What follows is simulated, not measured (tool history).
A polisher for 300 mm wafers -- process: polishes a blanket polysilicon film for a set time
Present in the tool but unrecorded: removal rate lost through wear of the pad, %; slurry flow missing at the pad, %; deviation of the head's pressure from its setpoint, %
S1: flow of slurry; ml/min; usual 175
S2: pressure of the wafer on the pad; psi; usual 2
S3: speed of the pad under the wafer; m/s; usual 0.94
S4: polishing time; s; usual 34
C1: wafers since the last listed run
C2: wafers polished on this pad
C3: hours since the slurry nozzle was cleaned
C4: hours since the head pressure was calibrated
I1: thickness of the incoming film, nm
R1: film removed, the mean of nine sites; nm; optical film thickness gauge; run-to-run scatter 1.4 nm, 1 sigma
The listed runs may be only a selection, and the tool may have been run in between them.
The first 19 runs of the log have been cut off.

| run | hour | S1 | S2 | S3 | S4 | C1 | C2 | C3 | C4 | I1 | R1 |
|---|---|---|---|---|---|---|---|---|---|---|---|
|  | 473.3 | slurry nozzle cleaned |
| 20 | 508.5 | 175 | 2.6 | 0.74 | 34 | 1047 | 3064 | 35.2 | 279.5 | 1427.3 | 207.4 |
| 21 | 540.2 | 175 | 1.7 | 0.94 | 44 | 564 | 3629 | 66.9 | 311.2 | 1449 | 207.6 |
| 22 | 559.2 | 210 | 2.5 | 0.7 | 34 | 338 | 3967 | 85.9 | 330.2 | 1442.2 | 198.3 |
| 23 | 571.3 | 175 | 2 | 0.84 | 34 | 215 | 4183 | 98 | 342.3 | 1448 | 171.5 |
|  | 578 | worn pad replaced by a new one |
| 24 | 601.6 | 175 | 2.3 | 0.94 | 34 | 468 | 421 | 128.3 | 372.6 | 1450.9 | 214.3 |
| 25 | 636.1 | 175 | 1.8 | 0.94 | 34 | 614 | 1036 | 162.8 | 407.1 | 1426.6 | 168.2 |
| 26 | 662.3 | 175 | 2 | 0.94 | 34 | 466 | 1503 | 189 | 433.3 | 1433.6 | 187 |
| 27 | 679.7 | 175 | 2 | 0.94 | 34 | 310 | 1813 | 206.4 | 450.7 | 1448.9 | 188.6 |
| 28 | 696 | 175 | 2 | 0.94 | 34 | 290 | 2103 | 222.7 | 467 | 1445.2 | 185.3 |
| 29 | 716.5 | 210 | 1.8 | 0.94 | 39 | 365 | 2468 | 243.2 | 487.5 | 1416.2 | 197.3 |
| 30 | 744.6 | 175 | 2 | 0.94 | 34 | 500 | 2969 | 271.3 | 515.6 | 1433.1 | 188.5 |
| 31 | 765 | 175 | 2 | 0.94 | 34 | 363 | 3333 | 291.7 | 536 | 1449.7 | 187.5 |
| 32 | 789 | 175 | 2.3 | 0.94 | 27 | 427 | 3761 | 315.7 | 560 | 1442.1 | 170.5 |
|  | 803 | worn pad replaced by a new one |
|  | 804.6 | slurry nozzle cleaned |
| 33 | 809.4 | 145 | 2.5 | 0.74 | 39 | 274 | 96 | 4.8 | 580.4 | 1437.7 | 222.1 |
| 34 | 842.7 | 175 | 2 | 0.94 | 34 | 593 | 690 | 38.1 | 613.7 | 1449.1 | 187.8 |
|  | 857 | head pressure recalibrated |
| 35 | 863.1 | 175 | 2 | 0.94 | 34 | 327 | 1018 | 58.5 | 6.1 | 1445.8 | 185.1 |
| 36 | 880.2 | 175 | 2 | 1.24 | 44 | 304 | 1322 | 75.6 | 23.2 | 1436.6 | 296.7 |
| 37 | 898.1 | 115 | 2.5 | 0.76 | 25 | 319 | 1641 | 93.5 | 41.1 | 1414.5 | 139.2 |

Consider 4 possible next runs. They are alternatives, not a sequence: every one starts from the tool as it was left by run 37. What does each give?
| A | 898.5 | 210 | 2 | 0.94 | 34 | 7 | 1648 | 93.9 | 41.5 | 1414 | ? |
| B | 898.5 | 175 | 2 | 0.94 | 27 | 7 | 1648 | 93.9 | 41.5 | 1414 | ? |
| C | 898.5 | 205 | 2 | 0.94 | 34 | 7 | 1648 | 93.9 | 41.5 | 1414 | ? |
| D | 898.5 | 175 | 2 | 0.74 | 34 | 7 | 1648 | 93.9 | 41.5 | 1414 | ? |

| run | R1 |
|---|---|
| A | 193.2 |
| B | 149.8 |
| C | 192.7 |
| D | 161 |
The same runs, with their run-to-run variation unchanged, on a tool lacking any hidden condition would have given:
| run | R1 |
|---|---|
| A | 193.2 |
| B | 149.8 |
| C | 192.7 |
| D | 161 |

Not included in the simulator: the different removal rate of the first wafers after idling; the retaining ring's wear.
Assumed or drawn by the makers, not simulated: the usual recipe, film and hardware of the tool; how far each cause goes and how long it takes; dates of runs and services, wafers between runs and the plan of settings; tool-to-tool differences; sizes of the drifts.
